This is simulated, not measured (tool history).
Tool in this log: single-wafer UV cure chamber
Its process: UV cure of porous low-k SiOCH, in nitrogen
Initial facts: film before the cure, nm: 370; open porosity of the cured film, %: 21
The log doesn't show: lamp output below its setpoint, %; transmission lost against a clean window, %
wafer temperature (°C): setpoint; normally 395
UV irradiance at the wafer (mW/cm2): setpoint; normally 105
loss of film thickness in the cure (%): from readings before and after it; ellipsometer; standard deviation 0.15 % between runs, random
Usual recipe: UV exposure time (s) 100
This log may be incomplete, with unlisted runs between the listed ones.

run	hour	wafer temperature (°C)	UV exposure time (s)	UV irradiance at the wafer (mW/cm2)	wafers since the last listed run	hours since the UV bulbs were replaced	wafers since the quartz window was cleaned	loss of film thickness in the cure (%)
1	0	403	100	105	0	433.8	48	7.567
2	72.2	403	100	105	424	506	473	7.3
3	134.4	395	100	105	365	568.2	838	6.893
4	206.8	395	100	105	425	640.6	1264	6.489
5	253.2	395	100	105	272	687	1537	6.435
6	324.6	395	100	105	419	758.4	1957	6.472
7	386.4	395	100	105	363	820.2	2320	6.268
# hour 431.3: quartz window cleaned
8	431.8	395	100	105	219	865.6	2	7.108
9	510.9	395	100	105	465	944.7	467	6.761
10	558.1	395	100	105	277	991.9	745	6.404
# hour 617.7: UV bulbs replaced
11	631	395	100	105	381	13.3	1127	7.734
12	670.5	395	100	133	232	52.8	1359	8.738
13	714.6	395	100	81	259	96.9	1618	6.519
14	819	412	155	86	613	201.3	2232	8.497
# hour 848.9: quartz window cleaned
15	876.9	395	100	105	293	259.2	164	7.97
16	928.1	395	100	105	301	310.4	465	7.493
17	1022	395	100	141	552	404.3	1017	8.26
18	1094.2	395	120	105	424	476.5	1442	7.594
19	1190.2	377	45	84	564	572.5	2006	2.914
20	1269.1	412	55	105	463	651.4	2470	4.633
# hour 1287.4: quartz window cleaned
21	1324.4	395	100	105	278	706.7	217	7.113
22	1422.8	395	100	138	578	805.1	796	8.009

5 ways to go on from here, each from the tool as it stands after run 22. What would each give?
A	1423.3	395	100	75	2	805.6	799	?
B	1423.3	414	100	134	2	805.6	799	?
C	1423.3	412	145	138	2	805.6	799	?
D	1423.3	395	100	128	2	805.6	799	?
E	1423.3	412	140	116	2	805.6	799	?

run	loss of film thickness in the cure (%)
A	5.586
B	8.356
C	10.192
D	7.826
E	9.207
Without the tool's unlogged condition, the same runs would have read:
run	loss of film thickness in the cure (%)
A	7.566
B	10.587
C	12.525
D	10.023
E	11.487

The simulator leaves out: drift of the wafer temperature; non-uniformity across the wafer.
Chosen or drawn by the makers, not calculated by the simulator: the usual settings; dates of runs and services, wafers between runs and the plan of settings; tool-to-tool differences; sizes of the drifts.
